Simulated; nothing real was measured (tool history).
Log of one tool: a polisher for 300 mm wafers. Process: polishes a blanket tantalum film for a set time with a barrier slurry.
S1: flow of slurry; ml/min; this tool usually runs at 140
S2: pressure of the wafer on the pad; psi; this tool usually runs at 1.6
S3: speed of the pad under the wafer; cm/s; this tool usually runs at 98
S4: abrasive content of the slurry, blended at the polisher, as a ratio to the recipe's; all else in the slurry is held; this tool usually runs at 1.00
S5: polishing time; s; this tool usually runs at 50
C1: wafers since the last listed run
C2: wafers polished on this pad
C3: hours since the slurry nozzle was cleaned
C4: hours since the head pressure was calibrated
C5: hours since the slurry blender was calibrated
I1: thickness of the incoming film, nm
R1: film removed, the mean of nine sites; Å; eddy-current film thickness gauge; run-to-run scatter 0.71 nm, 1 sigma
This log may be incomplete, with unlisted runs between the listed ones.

{"run": 1, "hour": 0.0, "S1": 140, "S2": 1.6, "S3": 98, "S4": 1.0, "S5": 50, "C1": 0, "C2": 3407, "C3": 45.0, "C4": 679.8, "C5": 337.4, "I1": 188.0, "R1": 636}
{"hour": 13.1, "done": "worn pad replaced by a new one"}
{"hour": 48.1, "done": "slurry blender recalibrated"}
{"run": 2, "hour": 74.6, "S1": 140, "S2": 1.6, "S3": 98, "S4": 1.0, "S5": 50, "C1": 941, "C2": 816, "C3": 119.6, "C4": 754.4, "C5": 26.5, "I1": 189.6, "R1": 633}
{"run": 3, "hour": 132.2, "S1": 140, "S2": 1.6, "S3": 98, "S4": 1.0, "S5": 50, "C1": 790, "C2": 1606, "C3": 177.2, "C4": 812.0, "C5": 84.1, "I1": 189.4, "R1": 631}
{"run": 4, "hour": 237.2, "S1": 140, "S2": 1.6, "S3": 98, "S4": 1.0, "S5": 50, "C1": 1441, "C2": 3047, "C3": 282.2, "C4": 917.0, "C5": 189.1, "I1": 189.7, "R1": 630}
{"hour": 271.7, "done": "head pressure recalibrated"}
{"hour": 290.5, "done": "slurry nozzle cleaned"}
{"run": 5, "hour": 293.5, "S1": 140, "S2": 1.6, "S3": 98, "S4": 1.0, "S5": 50, "C1": 731, "C2": 3779, "C3": 3.0, "C4": 21.8, "C5": 245.4, "I1": 192.0, "R1": 712}
{"hour": 341.6, "done": "worn pad replaced by a new one"}
{"run": 6, "hour": 344.7, "S1": 140, "S2": 1.6, "S3": 98, "S4": 1.0, "S5": 50, "C1": 647, "C2": 42, "C3": 54.2, "C4": 73.0, "C5": 296.6, "I1": 186.3, "R1": 693}
{"run": 7, "hour": 421.1, "S1": 140, "S2": 1.6, "S3": 98, "S4": 1.0, "S5": 50, "C1": 1048, "C2": 1090, "C3": 130.6, "C4": 149.4, "C5": 373.0, "I1": 190.6, "R1": 676}
{"hour": 440.3, "done": "slurry blender recalibrated"}
{"run": 8, "hour": 479.6, "S1": 140, "S2": 1.6, "S3": 98, "S4": 1.0, "S5": 50, "C1": 775, "C2": 1866, "C3": 189.1, "C4": 207.9, "C5": 39.3, "I1": 186.6, "R1": 673}
{"run": 9, "hour": 560.4, "S1": 155, "S2": 1.6, "S3": 98, "S4": 1.0, "S5": 50, "C1": 1108, "C2": 2975, "C3": 269.9, "C4": 288.7, "C5": 120.1, "I1": 190.3, "R1": 678}
{"hour": 572.0, "done": "slurry nozzle cleaned"}
{"hour": 646.0, "done": "worn pad replaced by a new one"}
{"run": 10, "hour": 667.9, "S1": 140, "S2": 1.6, "S3": 98, "S4": 1.0, "S5": 62, "C1": 1406, "C2": 300, "C3": 95.9, "C4": 396.2, "C5": 227.6, "I1": 191.7, "R1": 809}
{"run": 11, "hour": 783.6, "S1": 125, "S2": 1.3, "S3": 98, "S4": 1.0, "S5": 38, "C1": 1587, "C2": 1888, "C3": 211.6, "C4": 511.9, "C5": 343.3, "I1": 185.9, "R1": 399}
{"hour": 854.4, "done": "slurry nozzle cleaned"}
{"hour": 856.2, "done": "slurry blender recalibrated"}
{"hour": 941.3, "done": "worn pad replaced by a new one"}
{"hour": 1048.8, "done": "head pressure recalibrated"}
{"run": 12, "hour": 1051.3, "S1": 110, "S2": 1.0, "S3": 98, "S4": 1.0, "S5": 50, "C1": 3553, "C2": 1482, "C3": 196.9, "C4": 2.5, "C5": 195.1, "I1": 189.7, "R1": 424}
{"hour": 1132.2, "done": "slurry nozzle cleaned"}
{"run": 13, "hour": 1149.4, "S1": 100, "S2": 1.6, "S3": 124, "S4": 1.0, "S5": 50, "C1": 1332, "C2": 2815, "C3": 17.2, "C4": 100.6, "C5": 293.2, "I1": 190.3, "R1": 832}
{"run": 14, "hour": 1206.4, "S1": 95, "S2": 2.1, "S3": 66, "S4": 1.0, "S5": 50, "C1": 782, "C2": 3597, "C3": 74.2, "C4": 157.6, "C5": 350.2, "I1": 189.5, "R1": 560}
{"hour": 1243.4, "done": "worn pad replaced by a new one"}
{"run": 15, "hour": 1288.1, "S1": 140, "S2": 1.6, "S3": 98, "S4": 1.0, "S5": 50, "C1": 1066, "C2": 612, "C3": 155.9, "C4": 239.3, "C5": 431.9, "I1": 188.0, "R1": 671}
{"hour": 1294.0, "done": "slurry blender recalibrated"}
{"run": 16, "hour": 1391.9, "S1": 100, "S2": 1.6, "S3": 98, "S4": 1.0, "S5": 41, "C1": 1397, "C2": 2010, "C3": 259.7, "C4": 343.1, "C5": 97.9, "I1": 192.7, "R1": 509}
{"hour": 1436.0, "done": "slurry nozzle cleaned"}
{"run": 17, "hour": 1462.8, "S1": 105, "S2": 2.1, "S3": 98, "S4": 1.0, "S5": 50, "C1": 959, "C2": 2969, "C3": 26.8, "C4": 414.0, "C5": 168.8, "I1": 190.1, "R1": 819}

3 ways to go on from here, each from the tool as it stands after run 17. What would each give?
{"run": "A", "hour": 1463.2, "S1": 140, "S2": 1.6, "S3": 98, "S4": 1.0, "S5": 50, "C1": 5, "C2": 2974, "C3": 27.2, "C4": 414.4, "C5": 169.2, "I1": 189.8, "R1": "?"}
{"run": "B", "hour": 1463.2, "S1": 170, "S2": 2.0, "S3": 98, "S4": 1.0, "S5": 50, "C1": 5, "C2": 2974, "C3": 27.2, "C4": 414.4, "C5": 169.2, "I1": 189.8, "R1": "?"}
{"run": "C", "hour": 1463.2, "S1": 100, "S2": 1.6, "S3": 98, "S4": 1.25, "S5": 57, "C1": 5, "C2": 2974, "C3": 27.2, "C4": 414.4, "C5": 169.2, "I1": 189.8, "R1": "?"}

run=A R1=663
run=B R1=852
run=C R1=746
Take away the tool's hidden state, keep each run's random variation, and the runs would have read:
run=A R1=726
run=B R1=933
run=C R1=817

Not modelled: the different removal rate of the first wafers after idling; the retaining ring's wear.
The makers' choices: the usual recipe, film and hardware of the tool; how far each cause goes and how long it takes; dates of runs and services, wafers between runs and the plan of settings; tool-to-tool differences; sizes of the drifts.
